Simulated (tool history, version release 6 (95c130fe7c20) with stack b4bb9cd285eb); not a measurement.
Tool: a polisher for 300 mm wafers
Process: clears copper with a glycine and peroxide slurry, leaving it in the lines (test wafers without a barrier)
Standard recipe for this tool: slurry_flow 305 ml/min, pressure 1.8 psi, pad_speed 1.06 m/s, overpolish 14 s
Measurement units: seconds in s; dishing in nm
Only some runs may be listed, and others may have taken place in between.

| run | hour | slurry_flow | pressure | pad_speed | overpolish | wafers since the last listed run | wafers polished on this pad | hours since the slurry nozzle was cleaned | hours since the head pressure was calibrated | incoming thickness of the incoming film, nm | seconds | dishing |
|---|---|---|---|---|---|---|---|---|---|---|---|---|
| 1 | 0 | 305 | 1.5 | 1.06 | 14 | 0 | 1301 | 636.2 | 277.9 | 523 | 182.7 | 30.2 |
|  | 26.3 | worn pad replaced by a new one |
| 2 | 28.5 | 305 | 1.5 | 1.06 | 14 | 106 | 9 | 664.7 | 306.4 | 527.2 | 165.3 | 34 |
| 3 | 86.5 | 305 | 1.5 | 1.06 | 14 | 251 | 261 | 722.7 | 364.4 | 526.9 | 160.5 | 33.8 |
| 4 | 154.3 | 305 | 1.8 | 1.06 | 11 | 294 | 555 | 790.5 | 432.2 | 528 | 147.2 | 30.3 |
| 5 | 179.3 | 305 | 1.8 | 1.06 | 11 | 108 | 664 | 815.5 | 457.2 | 517.8 | 145.2 | 29.5 |
|  | 221.8 | slurry nozzle cleaned |
| 6 | 240.2 | 305 | 1.8 | 1.06 | 14 | 260 | 924 | 18.4 | 518.1 | 516.3 | 145.2 | 37 |
| 7 | 310.1 | 305 | 1.8 | 1.06 | 14 | 303 | 1227 | 88.3 | 588 | 529.7 | 151.3 | 35.8 |
|  | 334.2 | worn pad replaced by a new one |
| 8 | 351.3 | 305 | 1.8 | 1.06 | 14 | 161 | 74 | 129.5 | 629.2 | 521.7 | 134 | 37.5 |
| 9 | 413.7 | 305 | 1.8 | 1.06 | 14 | 270 | 345 | 191.9 | 691.6 | 532.1 | 147.3 | 38.3 |
| 10 | 444.4 | 305 | 1.8 | 1.06 | 14 | 133 | 478 | 222.6 | 722.3 | 522.3 | 143.5 | 36.9 |
| 11 | 493.6 | 305 | 1.8 | 1.06 | 14 | 213 | 692 | 271.8 | 771.5 | 518.1 | 145.2 | 36.2 |
| 12 | 528.4 | 305 | 1.8 | 1.06 | 14 | 151 | 843 | 306.6 | 806.3 | 521.9 | 147.1 | 36.7 |
| 13 | 563.4 | 305 | 1.8 | 1.06 | 10 | 151 | 995 | 341.6 | 841.3 | 515.3 | 153.3 | 26.6 |
| 14 | 628 | 305 | 1.8 | 1.06 | 14 | 280 | 1275 | 406.2 | 905.9 | 516.3 | 151.3 | 36 |
| 15 | 679.3 | 305 | 1.8 | 1.06 | 14 | 222 | 1498 | 457.5 | 957.2 | 517.1 | 157.5 | 36.1 |
|  | 705.4 | worn pad replaced by a new one |
| 16 | 738.3 | 335 | 1.3 | 1.26 | 8 | 238 | 142 | 516.5 | 1016.2 | 535.9 | 164.5 | 21.2 |
| 17 | 772.3 | 305 | 1.8 | 1.06 | 14 | 147 | 290 | 550.5 | 1050.2 | 528.3 | 140.3 | 38.6 |
| 18 | 831.6 | 305 | 1.8 | 1.06 | 14 | 257 | 548 | 609.8 | 1109.5 | 522.1 | 137.4 | 38 |

Run 19 is up next; what results do you expect?
|  | 843.4 | head pressure recalibrated |
| 19 | 997.6 | 305 | 1.8 | 1.06 | 14 | 712 | 1260 | 775.8 | 154.2 | 526.2 | ? | ? |

For run 19 the tool returned seconds 156.1 s, dishing 35.3 nm.
With no hidden state in the tool, this same run would have given seconds 145.7 s, dishing 37.5 nm.
